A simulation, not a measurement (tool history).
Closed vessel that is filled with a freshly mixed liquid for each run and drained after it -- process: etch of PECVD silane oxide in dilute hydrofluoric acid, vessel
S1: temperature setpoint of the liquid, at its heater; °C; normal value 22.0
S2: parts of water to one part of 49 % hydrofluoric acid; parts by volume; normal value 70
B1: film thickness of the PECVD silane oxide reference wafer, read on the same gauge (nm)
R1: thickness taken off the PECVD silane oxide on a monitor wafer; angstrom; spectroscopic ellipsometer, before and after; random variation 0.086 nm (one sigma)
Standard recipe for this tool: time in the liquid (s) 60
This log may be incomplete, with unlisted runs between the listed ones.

{"run": 1, "day": 0.0, "S1": 22.0, "S2": 70, "time in the liquid (s)": 60, "B1": 40.06, "R1": 170.1}
{"run": 2, "day": 0.35, "S1": 22.0, "S2": 70, "time in the liquid (s)": 60, "B1": 40.02, "R1": 170.0}
{"run": 3, "day": 0.862, "S1": 22.0, "S2": 70, "time in the liquid (s)": 60, "B1": 39.97, "R1": 170.0}
{"run": 4, "day": 1.546, "S1": 22.0, "S2": 70, "time in the liquid (s)": 60, "B1": 40.03, "R1": 168.8}
{"run": 5, "day": 1.879, "S1": 22.0, "S2": 70, "time in the liquid (s)": 35, "B1": 39.98, "R1": 98.6}
{"run": 6, "day": 2.154, "S1": 22.0, "S2": 80, "time in the liquid (s)": 60, "B1": 40.02, "R1": 145.7}
{"run": 7, "day": 2.838, "S1": 22.0, "S2": 80, "time in the liquid (s)": 60, "B1": 40.01, "R1": 145.3}
{"run": 8, "day": 3.112, "S1": 22.0, "S2": 85, "time in the liquid (s)": 30, "B1": 40.01, "R1": 68.5}
{"run": 9, "day": 3.454, "S1": 22.0, "S2": 85, "time in the liquid (s)": 30, "B1": 40.0, "R1": 68.4}
{"day": 3.717, "done": "hydrofluoric acid flow meter replaced"}
{"run": 10, "day": 4.204, "S1": 26.0, "S2": 55, "time in the liquid (s)": 60, "B1": 40.02, "R1": 258.5}
{"run": 11, "day": 4.521, "S1": 26.0, "S2": 55, "time in the liquid (s)": 60, "B1": 39.99, "R1": 256.1}
{"run": 12, "day": 4.954, "S1": 22.0, "S2": 70, "time in the liquid (s)": 60, "B1": 40.06, "R1": 168.7}
{"run": 13, "day": 5.475, "S1": 25.5, "S2": 55, "time in the liquid (s)": 60, "B1": 39.98, "R1": 251.2}
{"run": 14, "day": 5.792, "S1": 22.0, "S2": 70, "time in the liquid (s)": 60, "B1": 39.97, "R1": 167.8}
{"day": 6.358, "done": "gauge calibrated"}
{"run": 15, "day": 6.383, "S1": 22.0, "S2": 80, "time in the liquid (s)": 60, "B1": 40.01, "R1": 144.6}
{"day": 6.546, "done": "thermometer replaced"}
{"run": 16, "day": 6.821, "S1": 24.5, "S2": 60, "time in the liquid (s)": 30, "B1": 39.97, "R1": 123.6}
{"run": 17, "day": 7.7, "S1": 22.0, "S2": 70, "time in the liquid (s)": 60, "B1": 40.02, "R1": 188.7}
{"run": 18, "day": 8.296, "S1": 17.5, "S2": 100, "time in the liquid (s)": 85, "B1": 39.98, "R1": 151.0}
{"run": 19, "day": 8.875, "S1": 18.0, "S2": 35, "time in the liquid (s)": 85, "B1": 40.04, "R1": 470.3}
{"run": 20, "day": 9.208, "S1": 26.0, "S2": 95, "time in the liquid (s)": 60, "B1": 40.02, "R1": 158.6}
{"run": 21, "day": 9.604, "S1": 17.0, "S2": 50, "time in the liquid (s)": 30, "B1": 40.0, "R1": 109.5}
{"run": 22, "day": 10.192, "S1": 18.0, "S2": 70, "time in the liquid (s)": 60, "B1": 39.99, "R1": 158.6}
{"run": 23, "day": 10.875, "S1": 23.5, "S2": 70, "time in the liquid (s)": 60, "B1": 40.02, "R1": 199.4}

Consider 5 possible next runs. They are alternatives, not a sequence: every one starts from the tool as it was left by run 23. What does each give?
{"run": "A", "day": 10.904, "S1": 22.0, "S2": 70, "time in the liquid (s)": 45, "B1": "?", "R1": "?"}
{"run": "B", "day": 10.904, "S1": 22.0, "S2": 90, "time in the liquid (s)": 60, "B1": "?", "R1": "?"}
{"run": "C", "day": 10.904, "S1": 22.0, "S2": 60, "time in the liquid (s)": 75, "B1": "?", "R1": "?"}
{"run": "D", "day": 10.904, "S1": 20.0, "S2": 100, "time in the liquid (s)": 60, "B1": "?", "R1": "?"}
{"run": "E", "day": 10.904, "S1": 25.5, "S2": 60, "time in the liquid (s)": 45, "B1": "?", "R1": "?"}

run=A B1=39.98 R1=141.8
run=B B1=39.98 R1=143.5
run=C B1=39.98 R1=279.1
run=D B1=39.98 R1=117.7
run=E B1=39.98 R1=193.3
What these runs would have given with no unlogged condition in the tool:
run=A R1=143.7
run=B R1=145.4
run=C R1=282.8
run=D R1=119.2
run=E R1=195.8
